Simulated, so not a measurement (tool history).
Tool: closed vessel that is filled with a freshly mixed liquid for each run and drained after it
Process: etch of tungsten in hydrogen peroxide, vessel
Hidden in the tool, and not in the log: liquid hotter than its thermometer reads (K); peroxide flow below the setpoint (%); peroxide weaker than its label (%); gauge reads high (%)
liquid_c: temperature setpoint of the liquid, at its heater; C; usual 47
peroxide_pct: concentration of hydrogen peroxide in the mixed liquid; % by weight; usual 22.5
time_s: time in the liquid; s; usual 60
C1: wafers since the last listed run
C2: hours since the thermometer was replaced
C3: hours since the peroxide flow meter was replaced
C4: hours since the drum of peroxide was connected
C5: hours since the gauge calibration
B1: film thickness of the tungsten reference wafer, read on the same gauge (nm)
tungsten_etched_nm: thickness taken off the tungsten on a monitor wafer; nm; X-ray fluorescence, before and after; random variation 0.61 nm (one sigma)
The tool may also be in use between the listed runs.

Run 1, day 0: usual settings; C1 0; C2 109.3; C3 828.1; C4 563.5; C5 773; B1 89.99. Result: tungsten_etched_nm 82.12 nm.
Run 2, day 1.688: usual settings; C1 4270; C2 149.8; C3 868.6; C4 604; C5 813.5; B1 89.98. Result: tungsten_etched_nm 83.78 nm.
Run 3, day 3.062: usual settings; C1 3479; C2 182.8; C3 901.6; C4 637; C5 846.5; B1 89.97. Result: tungsten_etched_nm 82.54 nm.
Run 4, day 5.95: usual settings; C1 7306; C2 252.1; C3 970.9; C4 706.3; C5 915.8; B1 90.01. Result: tungsten_etched_nm 82.02 nm.
Run 5, day 7.633: usual settings; C1 4259; C2 292.5; C3 1011.3; C4 746.7; C5 956.2; B1 89.94. Result: tungsten_etched_nm 81.7 nm.
Run 6, day 10.221: usual settings; C1 6547; C2 354.6; C3 1073.4; C4 808.8; C5 1018.3; B1 90.01. Result: tungsten_etched_nm 82.22 nm.
Run 7, day 11.55: usual settings; C1 3363; C2 386.5; C3 1105.3; C4 840.7; C5 1050.2; B1 90. Result: tungsten_etched_nm 82.31 nm.
Run 8, day 13.675: usual settings; C1 5377; C2 437.5; C3 1156.3; C4 891.7; C5 1101.2; B1 89.99. Result: tungsten_etched_nm 80.35 nm.
Run 9, day 15.875: usual settings; C1 5566; C2 490.3; C3 1209.1; C4 944.5; C5 1154; B1 89.97. Result: tungsten_etched_nm 82.03 nm.
Run 10, day 17.021: usual settings; C1 2899; C2 517.8; C3 1236.6; C4 972; C5 1181.5; B1 90.01. Result: tungsten_etched_nm 81.1 nm.
Run 11, day 18.5: usual settings; C1 3742; C2 553.3; C3 1272.1; C4 1007.5; C5 1217; B1 90.05. Result: tungsten_etched_nm 81.17 nm.
Run 12, day 21.117: usual settings; C1 6621; C2 616.1; C3 1334.9; C4 1070.3; C5 1279.8; B1 90.01. Result: tungsten_etched_nm 81.73 nm.
Run 13, day 23.321: usual settings but liquid_c 44 C, peroxide_pct 17.5 % by weight, time_s 40 s; C1 5577; C2 669; C3 1387.8; C4 1123.2; C5 1332.7; B1 90.01. Result: tungsten_etched_nm 39.53 nm.
At day 24.033: gauge calibrated.
At day 25.338: new drum of peroxide connected.
At day 25.438: thermometer replaced.
Run 14, day 26.233: usual settings; C1 7158; C2 19.1; C3 1457.7; C4 21.5; C5 52.8; B1 90.01. Result: tungsten_etched_nm 80.38 nm.
Run 15, day 29.092: usual settings but peroxide_pct 28.5 % by weight, time_s 70 s; C1 7232; C2 87.7; C3 1526.3; C4 90.1; C5 121.4; B1 89.99. Result: tungsten_etched_nm 106.37 nm.
Run 16, day 30.346: usual settings but liquid_c 52 C, time_s 45 s; C1 3173; C2 117.8; C3 1556.4; C4 120.2; C5 151.5; B1 90. Result: tungsten_etched_nm 81.29 nm.
Run 17, day 31.525: usual settings but time_s 30 s; C1 2983; C2 146.1; C3 1584.7; C4 148.5; C5 179.8; B1 89.95. Result: tungsten_etched_nm 39.6 nm.
At day 33.096: peroxide flow meter replaced.
Run 18, day 34.054: usual settings; C1 6294; C2 206.8; C3 23; C4 209.2; C5 240.5; B1 90.06. Result: tungsten_etched_nm 83.85 nm.
Run 19, day 36.088: usual settings; C1 5145; C2 255.6; C3 71.8; C4 258; C5 289.3; B1 90.03. Result: tungsten_etched_nm 85.04 nm.
Run 20, day 40.258: usual settings but time_s 35 s; C1 10553; C2 355.7; C3 171.9; C4 358.1; C5 389.4; B1 90.01. Result: tungsten_etched_nm 49.17 nm.
Run 21, day 41.321: usual settings but liquid_c 40 C; C1 2688; C2 381.2; C3 197.4; C4 383.6; C5 414.9; B1 89.97. Result: tungsten_etched_nm 54.1 nm.
Run 22, day 43.929: usual settings but time_s 45 s; C1 6600; C2 443.8; C3 260; C4 446.2; C5 477.5; B1 89.94. Result: tungsten_etched_nm 62.48 nm.
Run 23, day 44.975: usual settings but liquid_c 42.5 C, peroxide_pct 19.5 % by weight, time_s 40 s; C1 2646; C2 468.9; C3 285.1; C4 471.3; C5 502.6; B1 89.97. Result: tungsten_etched_nm 39.29 nm.
Run 24, day 47.646: usual settings; C1 6758; C2 533; C3 349.2; C4 535.4; C5 566.7; B1 89.99. Result: tungsten_etched_nm 83.02 nm.

Forecast each of these 5 alternatives for the next run:
Run A, day 47.675: usual settings; C1 73; C2 533.7; C3 349.9; C4 536.1; C5 567.4; B1 ?. Result: tungsten_etched_nm ?.
Run B, day 47.675: usual settings but liquid_c 54.5 C, peroxide_pct 26 % by weight, time_s 35 s; C1 73; C2 533.7; C3 349.9; C4 536.1; C5 567.4; B1 ?. Result: tungsten_etched_nm ?.
Run C, day 47.675: usual settings but liquid_c 54 C, peroxide_pct 18 % by weight; C1 73; C2 533.7; C3 349.9; C4 536.1; C5 567.4; B1 ?. Result: tungsten_etched_nm ?.
Run D, day 47.675: usual settings but liquid_c 43.5 C, time_s 80 s; C1 73; C2 533.7; C3 349.9; C4 536.1; C5 567.4; B1 ?. Result: tungsten_etched_nm ?.
Run E, day 47.675: usual settings but liquid_c 54.5 C, peroxide_pct 27.5 % by weight; C1 73; C2 533.7; C3 349.9; C4 536.1; C5 567.4; B1 ?. Result: tungsten_etched_nm ?.

run  B1  tungsten_etched_nm
  A  90               84.35
  B  90               83.47
  C  90              115.57
  D  90               90.22
  E  90              147.17
Without the tool's hidden state the same runs would have given:
run  tungsten_etched_nm
  A               85.78
  B               84.89
  C              117.53
  D               91.75
  E              149.67
